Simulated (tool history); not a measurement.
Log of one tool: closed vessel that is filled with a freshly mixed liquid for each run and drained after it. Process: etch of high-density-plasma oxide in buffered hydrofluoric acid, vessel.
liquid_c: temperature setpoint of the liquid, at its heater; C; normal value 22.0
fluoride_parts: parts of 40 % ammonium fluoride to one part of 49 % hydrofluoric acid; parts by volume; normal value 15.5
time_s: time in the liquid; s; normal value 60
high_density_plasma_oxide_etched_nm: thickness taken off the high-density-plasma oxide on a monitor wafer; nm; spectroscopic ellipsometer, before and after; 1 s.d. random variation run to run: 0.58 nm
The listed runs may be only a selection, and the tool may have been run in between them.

run	day	liquid_c	fluoride_parts	time_s	read-back film thickness of the high-density-plasma oxide reference wafer, read on the same gauge (nm)	high_density_plasma_oxide_etched_nm
1	0.000	22.0	15.5	60	99.98	86.72
2	0.788	22.0	15.5	60	100.01	88.39
3	1.775	22.0	11.0	60	100.04	121.31
4	3.025	22.0	11.0	60	100.06	121.16
5	3.708	22.0	15.5	60	99.97	88.06
6	5.121	22.0	15.5	60	99.99	86.75
7	5.983	22.0	15.5	60	100.00	86.77
8	6.946	22.0	15.5	60	99.97	87.88
9	7.954	22.0	15.5	60	100.01	87.98
10	8.971	18.5	21.5	85	100.02	75.30
11	10.383	22.0	15.5	30	99.99	44.43
12	11.454	22.0	15.5	60	100.00	88.16
13	12.142	22.0	15.5	60	100.00	88.46
14	12.996	24.0	15.5	85	99.99	137.35
15	13.821	22.0	11.0	60	100.00	122.22
16	15.162	20.0	13.5	35	99.98	52.00
17	16.242	22.0	15.5	60	100.04	88.05
18	17.612	24.0	13.5	60	100.03	112.01
19	18.929	22.0	15.5	60	100.06	87.74
20	19.688	19.5	13.0	95	100.00	143.69
21	20.862	22.0	15.5	60	99.99	87.90
22	24.446	22.0	20.5	60	100.01	66.13
23	25.525	22.0	11.0	75	99.98	151.13
24	26.538	22.0	10.0	90	100.00	202.55
25	27.521	22.0	12.5	60	100.04	108.76
26	28.412	17.0	15.5	45	99.99	49.06
27	28.975	26.0	18.5	60	99.97	92.18
28	29.754	22.0	15.5	60	99.98	87.76
29	30.304	22.0	12.5	85	100.04	154.50
30	31.317	22.0	20.0	60	100.02	68.30
31	32.258	22.0	12.5	85	100.01	154.26

Withheld: 3 entries from between the runs. Position of each, and hidden state at the listed run before versus the listed run after:
Between runs 3 and 4: gauge calibrated (day 2.062)
  nothing in the hidden state changes from one run to the other
Between runs 18 and 19: hydrofluoric acid flow meter replaced (day 18.396)
  nothing in the hidden state changes from one run to the other
Between runs 20 and 21: thermometer replaced (day 19.904)
  nothing in the hidden state changes from one run to the other

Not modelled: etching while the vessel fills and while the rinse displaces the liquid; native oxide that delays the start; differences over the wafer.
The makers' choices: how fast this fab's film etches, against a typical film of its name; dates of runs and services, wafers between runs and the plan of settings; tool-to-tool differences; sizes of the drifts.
